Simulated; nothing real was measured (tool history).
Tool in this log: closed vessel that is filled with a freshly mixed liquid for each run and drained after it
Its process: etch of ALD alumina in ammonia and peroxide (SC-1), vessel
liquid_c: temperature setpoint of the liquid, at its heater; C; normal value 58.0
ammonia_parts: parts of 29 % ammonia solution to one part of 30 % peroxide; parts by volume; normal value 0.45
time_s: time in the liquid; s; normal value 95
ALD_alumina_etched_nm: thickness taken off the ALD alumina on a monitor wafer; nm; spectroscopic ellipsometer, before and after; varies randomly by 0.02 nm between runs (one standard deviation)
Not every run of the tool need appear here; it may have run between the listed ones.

run,hour,liquid_c,ammonia_parts,time_s,wafers since the last listed run,hours since the thermometer was replaced,hours since the ammonia flow meter was replaced,hours since the drum of ammonia solution was connected,hours since the gauge calibration,"read-back film thickness of the ALD alumina reference wafer, read on the same gauge (nm)",ALD_alumina_etched_nm
1,0.0,64.5,0.45,95,0,36.0,701.9,875.9,970.9,130.00,8.73
2,30.1,58.0,0.45,80,2016,66.1,732.0,906.0,1001.0,129.98,5.26
3,90.5,58.0,0.45,95,4045,126.5,792.4,966.4,1061.4,130.00,6.26
4,144.6,58.0,0.45,95,3623,180.6,846.5,1020.5,1115.5,130.01,6.28
# hour 145.8: new drum of ammonia solution connected
# hour 162.6: gauge calibrated
5,204.5,58.0,0.45,95,3945,240.5,906.4,58.7,41.9,130.02,6.30
6,273.4,58.0,0.45,95,4615,309.4,975.3,127.6,110.8,130.01,6.27
7,309.7,58.0,0.45,95,2431,345.7,1011.6,163.9,147.1,130.00,6.32
8,368.5,50.0,0.35,145,3938,404.5,1070.4,222.7,205.9,130.01,6.07
# hour 423.9: thermometer replaced
9,424.6,55.0,0.45,145,3690,0.7,1126.5,278.8,262.0,130.00,8.15
10,468.6,61.0,0.60,130,2947,44.7,1170.5,322.8,306.0,129.99,10.33
11,539.7,58.0,0.45,95,4762,115.8,1241.6,393.9,377.1,129.99,6.22
12,575.6,63.5,0.40,70,2404,151.7,1277.5,429.8,413.0,130.00,6.06
13,637.3,50.5,0.60,130,4133,213.4,1339.2,491.5,474.7,130.00,5.88
14,699.5,50.0,0.40,95,4166,275.6,1401.4,553.7,536.9,130.02,4.01
15,724.1,50.5,0.30,125,1647,300.2,1426.0,578.3,561.5,129.99,5.28
16,749.0,58.0,0.45,95,1667,325.1,1450.9,603.2,586.4,130.00,6.24
# hour 755.2: ammonia flow meter replaced
17,787.8,52.0,0.65,130,2532,363.9,32.6,642.0,625.2,129.99,6.52
18,839.3,58.0,0.30,80,3449,415.4,84.1,693.5,676.7,129.98,5.10
19,867.6,58.0,0.30,95,1895,443.7,112.4,721.8,705.0,129.98,6.05
20,937.9,53.0,0.45,95,4709,514.0,182.7,792.1,775.3,130.02,4.83
# hour 974.6: thermometer replaced
21,988.3,63.0,0.35,145,3309,13.7,233.1,842.5,825.7,129.99,12.08
22,1049.5,58.0,0.45,95,4099,74.9,294.3,903.7,886.9,130.00,6.28
23,1093.3,67.5,0.55,140,2933,118.7,338.1,947.5,930.7,130.00,15.21
24,1152.8,58.0,0.45,95,3985,178.2,397.6,1007.0,990.2,130.00,6.28
25,1183.5,64.0,0.45,45,2056,208.9,428.3,1037.7,1020.9,130.00,4.02
26,1244.3,58.0,0.45,95,4072,269.7,489.1,1098.5,1081.7,130.01,6.24
# hour 1269.0: new drum of ammonia solution connected
27,1285.3,66.0,0.65,95,2679,310.7,530.1,16.3,1122.7,130.02,9.80
28,1334.2,58.0,0.35,95,3275,359.6,579.0,65.2,1171.6,129.98,6.15
# hour 1336.1: gauge calibrated
29,1398.2,48.5,0.45,95,4287,423.6,643.0,129.2,62.1,129.99,3.80

Pick out some run-to-run changes in ALD_alumina_etched_nm. Of each, how much would a tool without hidden state show as well, from the settings, what came in and chance, and how much is left for the hidden state and any gauge scatter not in both results compared?
What the log doesn't record here: liquid colder than its thermometer reads (K); ammonia flow below the setpoint (%); ammonia solution weaker than its label (%); gauge reads high (%).
Run 22 -> 23: liquid_c 58.0 -> 67.5, ammonia_parts 0.45 -> 0.55, time_s 95 -> 140. ALD_alumina_etched_nm +8.93 nm: hidden state -0.13, all else +9.06.
Run 23 -> 24: liquid_c 67.5 -> 58.0, ammonia_parts 0.55 -> 0.45, time_s 140 -> 95. ALD_alumina_etched_nm -8.93 nm: hidden state +0.12, all else -9.05.
